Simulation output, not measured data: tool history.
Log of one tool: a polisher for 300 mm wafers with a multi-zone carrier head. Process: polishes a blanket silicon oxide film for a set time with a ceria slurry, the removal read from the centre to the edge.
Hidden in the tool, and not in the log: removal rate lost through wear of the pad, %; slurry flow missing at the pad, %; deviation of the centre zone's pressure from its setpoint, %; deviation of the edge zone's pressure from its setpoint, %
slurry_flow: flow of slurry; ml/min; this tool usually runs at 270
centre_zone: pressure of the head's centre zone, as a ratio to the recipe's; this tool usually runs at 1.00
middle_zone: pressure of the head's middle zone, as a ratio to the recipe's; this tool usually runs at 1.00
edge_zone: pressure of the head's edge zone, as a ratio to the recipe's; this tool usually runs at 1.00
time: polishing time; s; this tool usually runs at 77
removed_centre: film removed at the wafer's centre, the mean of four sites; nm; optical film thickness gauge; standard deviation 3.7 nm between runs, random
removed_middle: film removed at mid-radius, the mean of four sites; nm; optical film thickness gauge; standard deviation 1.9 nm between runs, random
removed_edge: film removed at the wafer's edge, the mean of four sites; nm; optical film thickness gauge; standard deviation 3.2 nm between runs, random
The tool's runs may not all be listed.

run	hour	slurry_flow	centre_zone	middle_zone	edge_zone	time	wafers since the last listed run	wafers polished on this pad	hours since the slurry nozzle was cleaned	hours since the centre zone pressure was calibrated	hours since the edge zone pressure was calibrated	hours since the carrier head's membrane was replaced	incoming thickness of the incoming film, nm	removed_centre	removed_middle	removed_edge
1	0.0	230	1.00	1.05	1.00	77	0	1079	124.2	757.3	373.2	239.3	1490.8	295.0	293.7	278.3
2	102.8	230	1.00	1.05	1.00	77	599	1678	227.0	860.1	476.0	342.1	1500.8	298.6	294.7	283.2
3	200.7	270	1.07	1.00	1.00	77	570	2249	324.9	958.0	573.9	440.0	1511.9	316.0	286.7	286.2
# hour 377.9: centre zone pressure recalibrated
# hour 387.5: worn pad replaced by a new one
# hour 453.8: slurry nozzle cleaned
4	460.2	270	1.07	1.00	1.00	77	1471	417	6.4	82.3	833.4	699.5	1512.8	306.8	288.2	286.0
# hour 523.3: carrier head's membrane replaced by a new one
5	545.8	270	1.00	1.00	0.91	77	469	887	92.0	167.9	919.0	22.5	1493.4	291.7	286.2	277.8
6	620.9	270	1.00	1.00	1.00	77	437	1324	167.1	243.0	994.1	97.6	1496.6	299.1	287.5	291.4
7	727.3	270	1.00	1.00	1.00	77	619	1944	273.5	349.4	1100.5	204.0	1513.8	302.7	291.7	286.0
# hour 761.9: edge zone pressure recalibrated
8	812.4	270	1.00	1.00	1.10	100	484	2429	358.6	434.5	50.5	289.1	1517.4	387.1	373.8	391.7
9	871.7	195	0.95	1.00	1.00	77	345	2774	417.9	493.8	109.8	348.4	1491.5	275.8	277.9	275.4
10	942.3	185	1.11	1.00	1.10	101	411	3185	488.5	564.4	180.4	419.0	1481.3	410.5	355.0	381.0
# hour 990.9: worn pad replaced by a new one
11	991.4	270	1.00	1.00	1.00	77	262	2	537.6	613.5	229.5	468.1	1519.5	306.8	288.9	288.2
12	1033.0	270	0.94	1.00	1.00	77	242	245	579.2	655.1	271.1	509.7	1529.2	285.3	291.6	284.8
# hour 1047.5: slurry nozzle cleaned
13	1081.7	180	1.00	1.11	1.10	65	277	523	34.2	703.8	319.8	558.4	1493.2	243.1	243.0	240.6
14	1132.5	270	1.00	1.00	1.00	77	296	819	85.0	754.6	370.6	609.2	1517.0	304.7	288.3	289.8
15	1233.5	270	1.00	1.00	1.00	77	588	1407	186.0	855.6	471.6	710.2	1504.4	307.9	285.5	282.4
# hour 1253.6: carrier head's membrane replaced by a new one
16	1298.9	270	1.00	0.96	1.09	77	351	1759	251.4	921.0	537.0	45.3	1519.2	310.0	284.9	296.7
# hour 1309.2: centre zone pressure recalibrated
17	1354.1	270	0.93	0.90	0.95	89	309	2069	306.6	44.9	592.2	100.5	1535.8	314.3	313.5	331.3
18	1404.2	185	1.04	0.93	1.05	77	291	2361	356.7	95.0	642.3	150.6	1511.4	279.8	259.7	280.6
# hour 1627.0: slurry nozzle cleaned
# hour 1633.0: worn pad replaced by a new one
19	1703.3	270	1.00	0.97	1.00	77	1713	409	76.3	394.1	941.4	449.7	1503.2	305.1	282.0	288.0
20	1752.8	270	1.00	0.94	1.00	77	288	698	125.8	443.6	990.9	499.2	1506.1	299.1	277.1	291.8
21	1838.2	270	1.00	1.00	1.00	77	497	1195	211.2	529.0	1076.3	584.6	1522.0	303.1	287.4	287.1
# hour 1905.5: carrier head's membrane replaced by a new one
22	1910.7	270	1.00	1.00	1.00	77	393	1588	283.7	601.5	1148.8	5.2	1493.3	302.7	284.5	291.5
# hour 1949.7: edge zone pressure recalibrated
23	2004.8	270	1.00	1.00	1.00	77	536	2125	377.8	695.6	55.1	99.3	1498.7	311.3	290.0	287.6

Predict each of these 3 candidate next runs independently; none follows another, all start after run 23:
A	2005.3	310	1.00	1.00	1.00	77	2	2128	378.3	696.1	55.6	99.8	1530.0	?	?	?
B	2005.3	270	1.00	1.10	0.96	77	2	2128	378.3	696.1	55.6	99.8	1530.0	?	?	?
C	2005.3	270	1.00	1.00	1.09	77	2	2128	378.3	696.1	55.6	99.8	1530.0	?	?	?

run	removed_centre	removed_middle	removed_edge
A	320.1	295.3	288.1
B	315.2	310.6	280.1
C	315.0	291.0	295.1
Without the tool's hidden state the same runs would have given:
run	removed_centre	removed_middle	removed_edge
A	293.8	295.5	288.1
B	289.3	310.8	280.1
C	289.1	291.2	295.1
